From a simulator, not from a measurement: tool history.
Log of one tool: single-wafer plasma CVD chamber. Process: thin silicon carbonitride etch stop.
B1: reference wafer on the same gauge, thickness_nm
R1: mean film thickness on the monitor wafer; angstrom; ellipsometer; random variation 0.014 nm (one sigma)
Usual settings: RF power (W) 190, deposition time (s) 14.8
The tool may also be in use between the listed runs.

{"run": 1, "day": 0.0, "RF power (W)": 190, "deposition time (s)": 14.8, "B1": 7.158, "R1": 84.79}
{"run": 2, "day": 0.746, "RF power (W)": 190, "deposition time (s)": 14.8, "B1": 7.159, "R1": 84.67}
{"run": 3, "day": 1.358, "RF power (W)": 190, "deposition time (s)": 14.8, "B1": 7.16, "R1": 84.51}
{"run": 4, "day": 1.633, "RF power (W)": 190, "deposition time (s)": 14.8, "B1": 7.158, "R1": 84.69}
{"run": 5, "day": 1.967, "RF power (W)": 190, "deposition time (s)": 14.8, "B1": 7.162, "R1": 84.63}
{"run": 6, "day": 2.229, "RF power (W)": 190, "deposition time (s)": 14.8, "B1": 7.16, "R1": 84.52}
{"run": 7, "day": 2.892, "RF power (W)": 190, "deposition time (s)": 14.8, "B1": 7.158, "R1": 84.49}
{"run": 8, "day": 3.438, "RF power (W)": 165, "deposition time (s)": 14.8, "B1": 7.162, "R1": 80.66}
{"run": 9, "day": 3.883, "RF power (W)": 165, "deposition time (s)": 14.8, "B1": 7.163, "R1": 80.84}
{"run": 10, "day": 4.458, "RF power (W)": 165, "deposition time (s)": 14.8, "B1": 7.161, "R1": 80.87}
{"run": 11, "day": 4.792, "RF power (W)": 190, "deposition time (s)": 12.5, "B1": 7.157, "R1": 71.23}
{"run": 12, "day": 5.225, "RF power (W)": 190, "deposition time (s)": 14.8, "B1": 7.162, "R1": 84.7}
{"run": 13, "day": 5.488, "RF power (W)": 190, "deposition time (s)": 14.8, "B1": 7.161, "R1": 84.38}
{"run": 14, "day": 6.025, "RF power (W)": 190, "deposition time (s)": 14.8, "B1": 7.162, "R1": 84.19}
{"run": 15, "day": 6.758, "RF power (W)": 190, "deposition time (s)": 14.8, "B1": 7.161, "R1": 84.17}
{"run": 16, "day": 7.279, "RF power (W)": 190, "deposition time (s)": 14.8, "B1": 7.161, "R1": 84.12}
{"day": 7.554, "done": "gauge calibrated"}
{"run": 17, "day": 7.983, "RF power (W)": 205, "deposition time (s)": 14.8, "B1": 7.16, "R1": 86.04}
{"day": 8.462, "done": "showerhead replaced"}
{"run": 18, "day": 8.483, "RF power (W)": 205, "deposition time (s)": 14.8, "B1": 7.157, "R1": 86.2}

Forecast run 19:
{"run": 19, "day": 8.838, "RF power (W)": 210, "deposition time (s)": 15.7, "B1": "?", "R1": "?"}

Run 19 gave B1 7.160, R1 91.93 angstrom.
Without the tool's hidden state the same run would have given R1 93.99 angstrom.
